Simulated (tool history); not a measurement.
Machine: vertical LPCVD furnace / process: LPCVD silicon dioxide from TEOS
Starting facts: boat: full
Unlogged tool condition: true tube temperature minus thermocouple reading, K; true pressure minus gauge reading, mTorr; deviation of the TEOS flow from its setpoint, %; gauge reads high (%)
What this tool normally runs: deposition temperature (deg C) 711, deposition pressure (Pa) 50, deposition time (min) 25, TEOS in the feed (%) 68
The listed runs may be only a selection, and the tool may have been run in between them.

run    hour  deposition temperature (deg C)  deposition pressure (Pa)  deposition time (min)  TEOS in the feed (%)  wafers since the last listed run  hours since the last temperature calibration  hours since the pressure gauge was zeroed  hours since the TEOS flow controller was replaced  hours since the gauge calibration  read-back reference wafer on the same gauge, thickness  film thickness on the monitor wafer in the middle of the boat (angstrom)
  1       0                             711                        50                     25                    62                                 0                                        4076.6                                     2859.2                                             5440.4                              686.1                                                     241                                                                    3081.3
  2   241.2                             711                        50                     25                    62                              3558                                        4317.8                                     3100.4                                             5681.6                              927.3                                                  240.98                                                                    3076.3
  3     316                             711                        50                     25                    62                              1103                                        4392.6                                     3175.2                                             5756.4                             1002.1                                                     241                                                                    3081.9
        361  -- gauge calibrated
  4   368.2                             711                      56.7                     25                    68                               770                                        4444.8                                     3227.4                                             5808.6                                7.2                                                  240.99                                                                    3438.6
  5   427.7                             711                      56.7                     25                    68                               877                                        4504.3                                     3286.9                                             5868.1                               66.7                                                  240.98                                                                    3446.5
  6   478.9                             711                      44.7                     25                    68                               755                                        4555.5                                     3338.1                                             5919.3                              117.9                                                   241.1                                                                    3052.2
      540.6  -- thermocouples replaced and temperature profile calibrated
  7     584                             711                      44.7                     25                    68                              1196                                          43.4                                     3443.2                                             6024.4                                223                                                  240.92                                                                    2843.5
      623.1  -- pressure gauge zeroed
  8   668.1                             711                        50                     25                    68                               886                                         127.5                                         45                                             6108.5                              307.1                                                  240.99                                                                    2966.8
      723.1  -- TEOS flow controller replaced
  9   723.6                             711                        50                   29.5                    68                               464                                           183                                      100.5                                                0.5                              362.6                                                  241.01                                                                    3514.9
 10   814.6                             711                      53.3                     20                    68                              1342                                           274                                      191.5                                               91.5                              453.6                                                  240.93                                                                    2467.8
 11   871.6                             717                        50                     25                    55                               840                                           331                                      248.5                                              148.5                              510.6                                                  241.04                                                                    3082.3
 12     935                             702                      53.3                   27.5                    79                               935                                         394.4                                      311.9                                              211.9                                574                                                  241.01                                                                      2989
 13  1001.8                             711                      58.7                     17                    68                               985                                         461.2                                      378.7                                              278.7                              640.8                                                  240.97                                                                    2215.3
 14  1074.5                             711                        50                   30.5                    68                              1072                                         533.9                                      451.4                                              351.4                              713.5                                                  241.04                                                                      3680
 15  1165.7                             711                        50                     25                    68                              1345                                         625.1                                      542.6                                              442.6                              804.7                                                  240.97                                                                    3028.7

Some steps in film thickness on the monitor wafer in the middle of the boat (angstrom) between neighbouring runs. How much of each would the tool show without its hidden state too (settings, what came in, random variation), and how much is left for the hidden state, with any gauge scatter that isn't in both results?
Run 6 -> 7: thermocouples replaced and temperature profile calibrated. film thickness on the monitor wafer in the middle of the boat (angstrom) -208.7: hidden state -214.2, all else +5.5.
Run 13 -> 14: deposition pressure (Pa) 58.7 -> 50, deposition time (min) 17 -> 30.5. film thickness on the monitor wafer in the middle of the boat (angstrom) +1464.7: hidden state +34, all else +1430.7.

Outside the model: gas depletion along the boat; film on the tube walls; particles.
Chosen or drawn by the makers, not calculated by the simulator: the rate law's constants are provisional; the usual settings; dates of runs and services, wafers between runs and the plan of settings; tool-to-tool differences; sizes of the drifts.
